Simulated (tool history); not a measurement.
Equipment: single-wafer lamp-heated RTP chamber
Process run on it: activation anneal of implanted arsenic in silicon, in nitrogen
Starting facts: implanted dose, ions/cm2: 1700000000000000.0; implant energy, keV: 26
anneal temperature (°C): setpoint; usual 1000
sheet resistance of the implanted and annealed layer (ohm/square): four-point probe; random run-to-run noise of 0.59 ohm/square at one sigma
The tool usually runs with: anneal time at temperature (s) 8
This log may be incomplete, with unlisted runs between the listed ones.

run,day,anneal temperature (°C),anneal time at temperature (s),"read-back reference wafer on the same gauge, sheet resistance",sheet resistance of the implanted and annealed layer (ohm/square)
1,0.000,1000,9,121.99,110.53
# day 2.571: pyrometer window cleaned and pyrometer calibrated
# day 3.292: reflector plate cleaned
2,4.438,1000,8,122.17,113.26
3,10.779,1000,8,122.11,112.48
# day 16.417: pyrometer window cleaned and pyrometer calibrated
4,19.179,1000,8,122.19,111.55
5,23.154,1000,8,122.03,111.68
6,25.396,1008,8,122.25,108.76
7,28.154,1000,8,121.95,110.95
# day 28.796: reflector plate cleaned
# day 30.725: pyrometer window cleaned and pyrometer calibrated
8,31.367,1000,8,122.13,113.03
9,33.488,1000,8,122.15,113.75
10,36.725,1000,8,122.07,112.38
11,40.254,1000,8,121.82,111.73
# day 41.200: gauge calibrated
12,44.196,1000,8,122.07,112.41
13,46.400,1027,9,121.79,101.95
# day 49.188: pyrometer window cleaned and pyrometer calibrated
14,49.696,1014,10,122.06,105.37
# day 58.000: reflector plate cleaned
15,59.542,975,5,122.05,126.22
16,63.992,1000,8,121.89,113.16
# day 67.096: pyrometer window cleaned and pyrometer calibrated
17,67.117,1000,8,122.00,112.10
18,68.554,987,8,122.02,117.28
19,72.238,1000,4,121.98,117.02
20,74.762,1020,8,122.02,106.08
21,78.550,1000,8,121.88,110.43
22,80.329,1014,8,122.12,107.47

Here are 4 independent what-if runs from the current tool condition. What would each one return?
A,80.346,1000,8,?,?
B,80.346,980,8,?,?
C,80.346,1009,6,?,?
D,80.346,973,4,?,?

run,"read-back reference wafer on the same gauge, sheet resistance",sheet resistance of the implanted and annealed layer (ohm/square)
A,122.16,112.33
B,122.16,118.74
C,122.16,112.38
D,122.16,127.01
With the hidden condition removed and each run's random variation left untouched, the same runs would have given:
run,sheet resistance of the implanted and annealed layer (ohm/square)
A,114.59
B,121.27
C,114.60
D,128.98
